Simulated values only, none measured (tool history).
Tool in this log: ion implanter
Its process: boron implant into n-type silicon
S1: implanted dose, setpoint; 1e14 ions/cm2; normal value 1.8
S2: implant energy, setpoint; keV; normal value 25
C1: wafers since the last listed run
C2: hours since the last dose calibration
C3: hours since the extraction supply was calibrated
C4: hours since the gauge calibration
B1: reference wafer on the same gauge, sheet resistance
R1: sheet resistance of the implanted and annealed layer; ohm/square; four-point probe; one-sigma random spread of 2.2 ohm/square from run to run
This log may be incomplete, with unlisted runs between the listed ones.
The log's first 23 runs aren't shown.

{"run": 24, "day": 45.0, "S1": 1.61, "S2": 18.5, "C1": 1058, "C2": 447.4, "C3": 557.9, "C4": 665.4, "B1": 479.5, "R1": 487.5}
{"run": 25, "day": 47.712, "S1": 1.8, "S2": 25, "C1": 1315, "C2": 512.5, "C3": 623, "C4": 730.5, "B1": 479.56, "R1": 427.32}
{"day": 49.958, "done": "Faraday cup replaced and dose calibrated"}
{"run": 26, "day": 50.133, "S1": 1.41, "S2": 30, "C1": 1012, "C2": 4.2, "C3": 681.1, "C4": 788.6, "B1": 478.87, "R1": 517.37}
{"run": 27, "day": 52.562, "S1": 2.13, "S2": 33, "C1": 1178, "C2": 62.5, "C3": 739.4, "C4": 846.9, "B1": 479.36, "R1": 372.89}
{"run": 28, "day": 53.646, "S1": 1.49, "S2": 22, "C1": 525, "C2": 88.5, "C3": 765.4, "C4": 872.9, "B1": 479.47, "R1": 518.51}
{"run": 29, "day": 55.246, "S1": 2.06, "S2": 25, "C1": 775, "C2": 126.9, "C3": 803.8, "C4": 911.3, "B1": 478.68, "R1": 393.07}
{"run": 30, "day": 56.288, "S1": 1.37, "S2": 28, "C1": 505, "C2": 151.9, "C3": 828.8, "C4": 936.3, "B1": 478.73, "R1": 523.83}
{"run": 31, "day": 57.371, "S1": 2.03, "S2": 29, "C1": 525, "C2": 177.9, "C3": 854.8, "C4": 962.3, "B1": 479.06, "R1": 384.98}

Here are 5 independent what-if runs from the current tool condition. What would each one return?
{"run": "A", "day": 57.388, "S1": 1.8, "S2": 25, "C1": 8, "C2": 178.3, "C3": 855.2, "C4": 962.7, "B1": "?", "R1": "?"}
{"run": "B", "day": 57.388, "S1": 2.2, "S2": 25, "C1": 8, "C2": 178.3, "C3": 855.2, "C4": 962.7, "B1": "?", "R1": "?"}
{"run": "C", "day": 57.388, "S1": 1.55, "S2": 16.5, "C1": 8, "C2": 178.3, "C3": 855.2, "C4": 962.7, "B1": "?", "R1": "?"}
{"run": "D", "day": 57.388, "S1": 1.47, "S2": 29, "C1": 8, "C2": 178.3, "C3": 855.2, "C4": 962.7, "B1": "?", "R1": "?"}
{"run": "E", "day": 57.388, "S1": 1.29, "S2": 17, "C1": 8, "C2": 178.3, "C3": 855.2, "C4": 962.7, "B1": "?", "R1": "?"}

run=A B1=478.52 R1=432.05
run=B B1=478.52 R1=370.82
run=C B1=478.52 R1=513.84
run=D B1=478.52 R1=491.22
run=E B1=478.52 R1=590.36
With no hidden state in the tool, these same runs would have given:
run=A R1=438.82
run=B R1=376.69
run=C R1=522.2
run=D R1=498.65
run=E R1=599.78

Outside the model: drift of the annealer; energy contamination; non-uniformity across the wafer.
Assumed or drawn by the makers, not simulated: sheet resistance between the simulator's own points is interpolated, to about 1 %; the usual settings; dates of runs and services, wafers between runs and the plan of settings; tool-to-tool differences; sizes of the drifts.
